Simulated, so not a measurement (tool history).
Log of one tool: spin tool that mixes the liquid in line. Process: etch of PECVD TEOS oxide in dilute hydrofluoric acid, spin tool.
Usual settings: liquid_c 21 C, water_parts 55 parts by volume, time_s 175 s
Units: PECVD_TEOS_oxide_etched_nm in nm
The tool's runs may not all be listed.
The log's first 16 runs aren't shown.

run	hour	liquid_c	water_parts	time_s	wafers since the last listed run	hours since the thermometer was replaced	hours since the hydrofluoric acid flow meter was replaced	hours since the gauge calibration	read-back film thickness of the PECVD TEOS oxide reference wafer, read on the same gauge (nm)	PECVD_TEOS_oxide_etched_nm
17	1145	19	25	130	232	425.4	108.1	1182.2	49.97	89.63
18	1212.8	21	55	175	584	493.2	175.9	1250	50.01	57.77
19	1279.1	21	45	75	571	559.5	242.2	1316.3	50.04	30.37
20	1329	24.5	65	175	429	609.4	292.1	1366.2	50.01	55.42
# hour 1335.4: gauge calibrated
21	1371.7	25.5	40	175	367	652.1	334.8	36.3	49.96	96.88
22	1408.8	23	30	245	319	689.2	371.9	73.4	49.99	165.09
23	1470.8	21	55	175	534	751.2	433.9	135.4	49.98	57.56
24	1501.4	23	40	175	263	781.8	464.5	166	50.02	87.16
25	1572.8	21	55	175	615	853.2	535.9	237.4	50.02	57.24
26	1604	24.5	70	240	268	884.4	567.1	268.6	49.98	69.92
27	1630.8	25	55	175	230	911.2	593.9	295.4	50.01	67.51
28	1686	23.5	30	225	475	966.4	649.1	350.6	50.02	155.35
29	1746.4	18.5	80	215	520	1026.8	709.5	411	50	42.07
30	1806.3	24.5	70	80	515	1086.7	769.4	470.9	50	23.07
31	1870.7	21	55	175	554	1151.1	833.8	535.3	50.02	57.46
32	1921.3	21	55	175	435	1201.7	884.4	585.9	50	56.82
33	1962.4	19.5	30	130	354	1242.8	925.5	627	49.96	75.19
34	2010.9	19.5	55	115	417	1291.3	974	675.5	50	35.09

Forecast each of these 3 alternatives for the next run:
A	2011.4	21	55	175	4	1291.8	974.5	676	?	?
B	2011.4	17	55	175	4	1291.8	974.5	676	?	?
C	2011.4	24	80	100	4	1291.8	974.5	676	?	?

run	read-back film thickness of the PECVD TEOS oxide reference wafer, read on the same gauge (nm)	PECVD_TEOS_oxide_etched_nm
A	49.94	56.82
B	49.94	47.96
C	49.94	24.42
Without the tool's hidden state the same runs would have given:
run	PECVD_TEOS_oxide_etched_nm
A	56.8
B	47.89
C	24.47

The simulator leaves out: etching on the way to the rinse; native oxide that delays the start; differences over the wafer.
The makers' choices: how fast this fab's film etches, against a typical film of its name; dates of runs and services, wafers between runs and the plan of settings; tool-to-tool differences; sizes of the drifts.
